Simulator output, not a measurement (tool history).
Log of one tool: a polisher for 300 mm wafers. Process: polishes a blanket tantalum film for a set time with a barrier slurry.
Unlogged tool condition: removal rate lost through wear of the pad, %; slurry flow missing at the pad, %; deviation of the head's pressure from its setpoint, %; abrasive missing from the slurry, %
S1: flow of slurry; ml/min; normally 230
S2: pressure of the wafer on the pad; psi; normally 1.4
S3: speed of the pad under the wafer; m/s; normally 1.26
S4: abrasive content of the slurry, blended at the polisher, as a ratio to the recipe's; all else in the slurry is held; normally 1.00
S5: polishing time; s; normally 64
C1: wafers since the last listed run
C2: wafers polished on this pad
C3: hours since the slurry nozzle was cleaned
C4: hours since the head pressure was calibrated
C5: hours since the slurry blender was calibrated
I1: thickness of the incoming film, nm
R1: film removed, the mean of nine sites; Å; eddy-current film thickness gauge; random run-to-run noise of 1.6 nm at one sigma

run	day	S1	S2	S3	S4	S5	C1	C2	C3	C4	C5	I1	R1
1	0.000	230	1.4	1.26	0.85	64	0	2170	17.7	166.0	108.3	430.8	882
# day 0.475: worn pad replaced by a new one
2	2.129	230	1.4	1.26	0.85	64	494	417	68.8	217.1	159.4	428.9	838
3	3.692	230	1.4	1.26	1.10	56	394	811	106.3	254.6	196.9	432.7	845
# day 4.725: slurry blender recalibrated
4	6.679	230	1.4	1.26	1.10	56	732	1543	178.0	326.3	46.9	427.8	880
# day 8.292: slurry nozzle cleaned
5	8.638	230	1.4	1.26	1.10	56	483	2026	8.3	373.3	93.9	427.1	865
# day 9.854: worn pad replaced by a new one
6	10.888	275	1.4	1.50	1.00	64	525	260	62.3	427.3	147.9	425.6	1099
# day 12.492: slurry blender recalibrated
7	13.050	275	1.4	1.50	1.00	64	524	784	114.2	479.2	13.4	433.3	1269
8	15.467	170	1.4	1.26	1.00	64	609	1394	172.2	537.2	71.4	425.6	931
# day 16.138: slurry nozzle cleaned
# day 17.150: worn pad replaced by a new one
9	17.883	230	1.4	1.26	1.00	64	556	184	41.9	595.2	129.4	422.5	982
10	19.046	230	1.4	0.94	1.00	64	293	477	69.8	623.1	157.3	430.9	708
# day 20.100: slurry blender recalibrated
11	20.425	230	1.4	1.26	1.00	64	326	804	102.9	656.2	7.8	429.6	1061
12	23.308	230	1.4	1.26	1.00	64	727	1531	172.1	725.4	77.0	425.6	991
# day 23.654: head pressure recalibrated
13	24.817	170	1.4	1.50	1.25	64	359	1890	208.3	27.9	113.2	424.2	1242
# day 25.258: slurry nozzle cleaned
# day 25.454: worn pad replaced by a new one
14	27.550	230	1.4	1.26	0.80	64	636	528	55.0	93.5	178.8	433.9	841
# day 28.492: slurry blender recalibrated
15	29.217	230	1.2	0.98	0.80	48	399	928	95.0	133.5	17.4	428.9	475
16	31.904	155	1.4	1.38	1.20	64	677	1605	159.5	198.0	81.9	429.3	1080
# day 33.296: worn pad replaced by a new one
# day 33.896: slurry nozzle cleaned
17	34.175	150	0.9	1.26	1.00	64	520	211	6.7	252.5	136.4	431.7	571
# day 35.842: slurry blender recalibrated
18	36.192	230	1.4	0.94	1.00	64	487	698	55.1	300.9	8.4	436.4	802
19	38.279	155	1.4	1.38	1.20	64	526	1225	105.2	351.0	58.5	423.3	1097
# day 40.433: worn pad replaced by a new one
20	41.058	230	1.6	1.26	0.90	64	658	157	171.9	417.7	125.2	434.5	1043

What would each run have given without the hidden state, its run-to-run variation left as it was?
run	R1
1	1014
2	986
3	969
4	964
5	990
6	1312
7	1301
8	1018
9	1111
10	809
11	1076
12	1086
13	1363
14	991
15	491
16	1167
17	643
18	814
19	1169
20	1188

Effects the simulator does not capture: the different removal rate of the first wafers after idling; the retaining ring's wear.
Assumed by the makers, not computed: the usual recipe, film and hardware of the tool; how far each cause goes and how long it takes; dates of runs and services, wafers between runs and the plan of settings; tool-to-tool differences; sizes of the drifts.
